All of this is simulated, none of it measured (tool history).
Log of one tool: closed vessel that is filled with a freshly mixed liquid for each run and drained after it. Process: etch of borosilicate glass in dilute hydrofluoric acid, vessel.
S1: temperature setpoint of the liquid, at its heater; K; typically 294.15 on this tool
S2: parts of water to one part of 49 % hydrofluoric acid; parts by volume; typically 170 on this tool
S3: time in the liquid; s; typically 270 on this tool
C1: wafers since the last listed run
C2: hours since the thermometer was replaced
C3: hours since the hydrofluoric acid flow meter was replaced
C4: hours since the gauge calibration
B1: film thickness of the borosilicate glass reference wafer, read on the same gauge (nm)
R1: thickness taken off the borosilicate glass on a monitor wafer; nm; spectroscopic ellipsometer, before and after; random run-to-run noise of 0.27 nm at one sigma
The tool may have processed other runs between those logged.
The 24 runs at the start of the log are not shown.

run   hour      S1   S2   S3    C1     C2     C3     C4      B1      R1
 25  609.3  292.65  235  270  3099  184.7  171.8  421.9  120.00   41.19
 26  623.8  294.15  145  270  1634  199.2  186.3  436.4  119.98   77.37
 27  644.0  290.65  170  270  2276  219.4  206.5  456.6  120.01   55.90
 28  676.8  294.15  170  270  3696  252.2  239.3  489.4  119.98   63.96
 29  703.8  294.15  170  270  3042  279.2  266.3  516.4  119.95   63.71
 30  719.4  290.15  100  400  1757  294.8  281.9  532.0  119.99  147.55
 31  753.3  297.65  200  140  3820  328.7  315.8  565.9  119.99   30.78
 32  772.3  297.15  135  270  2141  347.7  334.8  584.9  120.03   94.05
 33  788.4  291.15  120  345  1814  363.8  350.9  601.0  119.94  107.75
 34  817.4  294.15  170  270  3268  392.8  379.9  630.0  120.02   63.92

Alternative continuations, all from the tool just after run 34; predict every row:
  A  818.1  294.15   95  270  78  393.5  380.6  630.7   ?   ?
  B  818.1  295.65  190  325  78  393.5  380.6  630.7   ?   ?
  C  818.1  294.15  245  270  78  393.5  380.6  630.7   ?   ?

run      B1      R1
  A  119.98  123.80
  B  119.98   71.05
  C  119.98   40.91
What these runs would have given with no unlogged condition in the tool:
run      R1
  A  127.31
  B   73.23
  C   42.20

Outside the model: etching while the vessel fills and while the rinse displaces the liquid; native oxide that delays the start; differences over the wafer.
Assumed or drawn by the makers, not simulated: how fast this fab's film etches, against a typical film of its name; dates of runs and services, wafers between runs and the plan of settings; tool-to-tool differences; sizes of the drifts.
